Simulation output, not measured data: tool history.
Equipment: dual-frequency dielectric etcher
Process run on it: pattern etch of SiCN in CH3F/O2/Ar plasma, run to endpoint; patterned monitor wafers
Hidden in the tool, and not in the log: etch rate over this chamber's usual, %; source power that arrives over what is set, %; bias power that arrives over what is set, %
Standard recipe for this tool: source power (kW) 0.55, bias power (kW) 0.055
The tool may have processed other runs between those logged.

run     day  source power (kW)  bias power (kW)  wafers since the last listed run  hours since the last wet clean  hours since the last source power generator calibration  hours since the last bias power generator calibration  hours since the last upper electrode change  incoming incoming film thickness, nm  endpoint time (s)
  1       0               0.59            0.048                                 0                             110                                                   1781.1                                                 2213.7                                       2920.3                                 10.07                 27
  2   0.804               0.59            0.048                               341                           129.3                                                   1800.4                                                   2233                                       2939.6                                 10.07               27.1
  3   2.004               0.59            0.048                               509                           158.1                                                   1829.2                                                 2261.8                                       2968.4                                 10.09               27.3
  4    2.55               0.55            0.055                               231                           171.2                                                   1842.3                                                 2274.9                                       2981.5                                 10.16               26.9
  5   3.342               0.55            0.055                               335                           190.2                                                   1861.3                                                 2293.9                                       3000.5                                  10.1               26.6
  6   4.533               0.55            0.055                               505                           218.8                                                   1889.9                                                 2322.5                                       3029.1                                 10.06               27.1
  7   5.779               0.46            0.055                               528                           248.7                                                   1919.8                                                 2352.4                                         3059                                 10.05               27.8
  8   6.725               0.55            0.055                               401                           271.4                                                   1942.5                                                 2375.1                                       3081.7                                 10.18               27.4
  9   7.842               0.55            0.055                               473                           298.2                                                   1969.3                                                 2401.9                                       3108.5                                 10.12               27.2
 10   9.271               0.55            0.055                               606                           332.5                                                   2003.6                                                 2436.2                                       3142.8                                 10.09               27.1
 11  10.512               0.66            0.055                               526                           362.3                                                   2033.4                                                   2466                                       3172.6                                 10.18               26.8
     11.612  -- upper electrode replaced
     11.712  -- wet clean of the chamber
 12  11.733               0.66            0.055                                52                             0.5                                                   2062.7                                                 2495.3                                          2.9                                 10.13               25.2
 13  11.962                0.5             0.05                                97                               6                                                   2068.2                                                 2500.8                                          8.4                                 10.05                 27
 14   15.35                0.5             0.05                              1437                            87.3                                                   2149.5                                                 2582.1                                         89.7                                 10.15                 28
 15  15.904               0.55            0.055                               235                           100.6                                                   2162.8                                                 2595.4                                          103                                 10.13               26.4
 16  16.917               0.55            0.055                               429                           124.9                                                   2187.1                                                 2619.7                                        127.3                                 10.13               26.6
 17  17.696               0.62            0.055                               330                           143.6                                                   2205.8                                                 2638.4                                          146                                 10.09                 26
     19.104  -- source power generator calibrated
 18  19.125               0.62            0.055                               535                           177.9                                                      0.5                                                 2672.7                                        180.3                                 10.18               25.9
 19  19.596               0.66             0.05                               199                           189.2                                                     11.8                                                   2684                                        191.6                                 10.12               26.4
 20  20.729               0.55            0.055                               480                           216.4                                                       39                                                 2711.2                                        218.8                                 10.02               26.6
 21  23.012               0.49            0.065                               968                           271.2                                                     93.8                                                   2766                                        273.6                                 10.14               26.1
 22  24.408               0.51            0.069                               592                           304.7                                                    127.3                                                 2799.5                                        307.1                                 10.13               25.4
 23  25.679               0.55            0.043                               539                           335.2                                                    157.8                                                   2830                                        337.6                                 10.08               28.8
 24  26.596               0.47            0.062                               388                           357.2                                                    179.8                                                   2852                                        359.6                                 10.14               27.2
     26.971  -- bias power generator calibrated
 25  27.367               0.63            0.065                               256                           375.7                                                    198.3                                                    9.5                                        378.1                                 10.03               25.4
 26  27.992               0.48            0.042                               265                           390.7                                                    213.3                                                   24.5                                        393.1                                 10.18               30.9
     29.275  -- wet clean of the chamber
 27  29.296               0.55            0.055                               129                             0.5                                                    244.6                                                   55.8                                        424.4                                 10.11               26.4
 28      30                0.5            0.048                               298                            17.4                                                    261.5                                                   72.7                                        441.3                                 10.02               27.3
 29  31.158               0.44            0.064                               491                            45.2                                                    289.3                                                  100.5                                        469.1                                 10.03                 26
 30  32.246               0.42            0.064                               461                            71.3                                                    315.4                                                  126.6                                        495.2                                 10.08               26.3
 31  33.046               0.42            0.066                               339                            90.5                                                    334.6                                                  145.8                                        514.4                                 10.08               26.2
 32  33.708               0.55            0.055                               281                           106.4                                                    350.5                                                  161.7                                        530.3                                 10.12               26.5
 33  34.304               0.47            0.045                               252                           120.7                                                    364.8                                                    176                                        544.6                                 10.06               28.8
 34  35.046               0.55            0.061                               314                           138.5                                                    382.6                                                  193.8                                        562.4                                 10.13                 26
 35  36.354               0.68            0.046                               555                           169.9                                                      414                                                  225.2                                        593.8                                 10.09               27.2

Forecast run 36:
 36  37.679               0.55            0.055                               562                           201.7                                                    445.8                                                    257                                        625.6                                 10.12                  ?

Run 36 came out at endpoint time (s) 26.8.
If the tool had no hidden condition, the same run with the same run-to-run variation would have returned endpoint time (s) 25.9.

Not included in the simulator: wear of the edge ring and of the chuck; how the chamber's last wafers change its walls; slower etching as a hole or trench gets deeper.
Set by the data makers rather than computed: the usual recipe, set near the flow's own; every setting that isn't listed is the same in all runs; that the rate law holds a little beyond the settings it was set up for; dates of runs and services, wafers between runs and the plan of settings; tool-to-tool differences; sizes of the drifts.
